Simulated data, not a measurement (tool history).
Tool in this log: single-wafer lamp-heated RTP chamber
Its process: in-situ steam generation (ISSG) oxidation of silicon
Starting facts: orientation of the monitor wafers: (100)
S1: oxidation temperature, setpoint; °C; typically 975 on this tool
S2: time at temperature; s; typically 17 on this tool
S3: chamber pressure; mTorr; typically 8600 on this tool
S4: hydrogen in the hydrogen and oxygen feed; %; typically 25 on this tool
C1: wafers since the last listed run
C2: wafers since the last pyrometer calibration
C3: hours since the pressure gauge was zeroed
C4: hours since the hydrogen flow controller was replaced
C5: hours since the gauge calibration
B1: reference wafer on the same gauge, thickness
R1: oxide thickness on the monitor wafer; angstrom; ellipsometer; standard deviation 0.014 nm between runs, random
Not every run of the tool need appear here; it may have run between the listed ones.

| run | hour | S1 | S2 | S3 | S4 | C1 | C2 | C3 | C4 | C5 | B1 | R1 |
|---|---|---|---|---|---|---|---|---|---|---|---|---|
| 1 | 0.0 | 975 | 12 | 8600 | 25 | 0 | 2295 | 2579.6 | 5255.8 | 56.8 | 4.062 | 44.15 |
| 2 | 8.3 | 975 | 12 | 8600 | 25 | 63 | 2358 | 2587.9 | 5264.1 | 65.1 | 4.062 | 44.30 |
| 3 | 14.8 | 975 | 19 | 8600 | 25 | 49 | 2407 | 2594.4 | 5270.6 | 71.6 | 4.060 | 53.61 |
| 4 | 24.6 | 975 | 19 | 8600 | 25 | 74 | 2481 | 2604.2 | 5280.4 | 81.4 | 4.059 | 53.67 |
| 5 | 33.0 | 975 | 17 | 8600 | 25 | 63 | 2545 | 2612.6 | 5288.8 | 89.8 | 4.059 | 51.60 |
| 6 | 50.8 | 975 | 17 | 8600 | 25 | 135 | 2680 | 2630.4 | 5306.6 | 107.6 | 4.060 | 51.30 |
| 7 | 101.1 | 980 | 17 | 8600 | 25 | 381 | 3062 | 2680.7 | 5356.9 | 157.9 | 4.059 | 52.35 |
| 8 | 114.9 | 975 | 17 | 8600 | 23 | 104 | 3167 | 2694.5 | 5370.7 | 171.7 | 4.062 | 50.27 |
| 9 | 121.4 | 975 | 17 | 8600 | 23 | 49 | 3216 | 2701.0 | 5377.2 | 178.2 | 4.059 | 50.40 |
| 10 | 137.6 | 975 | 17 | 8600 | 23 | 123 | 3339 | 2717.2 | 5393.4 | 194.4 | 4.059 | 50.38 |
| 11 | 152.3 | 975 | 17 | 8600 | 25 | 111 | 3451 | 2731.9 | 5408.1 | 209.1 | 4.060 | 51.47 |
|  | 170.7 | pyrometer window cleaned and pyrometer calibrated |
| 12 | 171.2 | 975 | 17 | 8600 | 25 | 82 | 3 | 2750.8 | 5427.0 | 228.0 | 4.059 | 49.15 |
| 13 | 173.4 | 975 | 17 | 9500 | 25 | 16 | 20 | 2753.0 | 5429.2 | 230.2 | 4.059 | 48.67 |
|  | 197.4 | gauge calibrated |
| 14 | 212.6 | 975 | 22 | 8600 | 25 | 297 | 317 | 2792.2 | 5468.4 | 15.2 | 4.059 | 55.63 |
| 15 | 230.8 | 964 | 13 | 9200 | 31 | 138 | 456 | 2810.4 | 5486.6 | 33.4 | 4.060 | 45.39 |
|  | 239.2 | hydrogen flow controller replaced |
| 16 | 247.5 | 975 | 17 | 8600 | 25 | 66 | 522 | 2827.1 | 8.3 | 50.1 | 4.061 | 49.83 |
| 17 | 253.7 | 975 | 17 | 8600 | 25 | 47 | 569 | 2833.3 | 14.5 | 56.3 | 4.059 | 50.04 |
| 18 | 267.1 | 967 | 17 | 8600 | 25 | 101 | 670 | 2846.7 | 27.9 | 69.7 | 4.063 | 48.64 |
| 19 | 280.0 | 975 | 17 | 8600 | 25 | 97 | 768 | 2859.6 | 40.8 | 82.6 | 4.056 | 50.00 |
| 20 | 296.5 | 975 | 17 | 7500 | 25 | 125 | 894 | 2876.1 | 57.3 | 99.1 | 4.061 | 50.69 |
|  | 304.9 | pressure gauge zeroed |
| 21 | 348.6 | 975 | 17 | 9200 | 25 | 334 | 1229 | 43.7 | 109.4 | 151.2 | 4.062 | 50.13 |
| 22 | 360.0 | 975 | 19 | 7500 | 31 | 86 | 1315 | 55.1 | 120.8 | 162.6 | 4.060 | 56.50 |

What does the tool deliver on the next run?
| 23 | 373.2 | 975 | 17 | 8600 | 19 | 100 | 1415 | 68.3 | 134.0 | 175.8 | ? | ? |

B1: 4.060
R1: 47.26 angstrom
On a tool with no hidden condition, and with the same random variation, this run would have come out at R1 46.06 angstrom.

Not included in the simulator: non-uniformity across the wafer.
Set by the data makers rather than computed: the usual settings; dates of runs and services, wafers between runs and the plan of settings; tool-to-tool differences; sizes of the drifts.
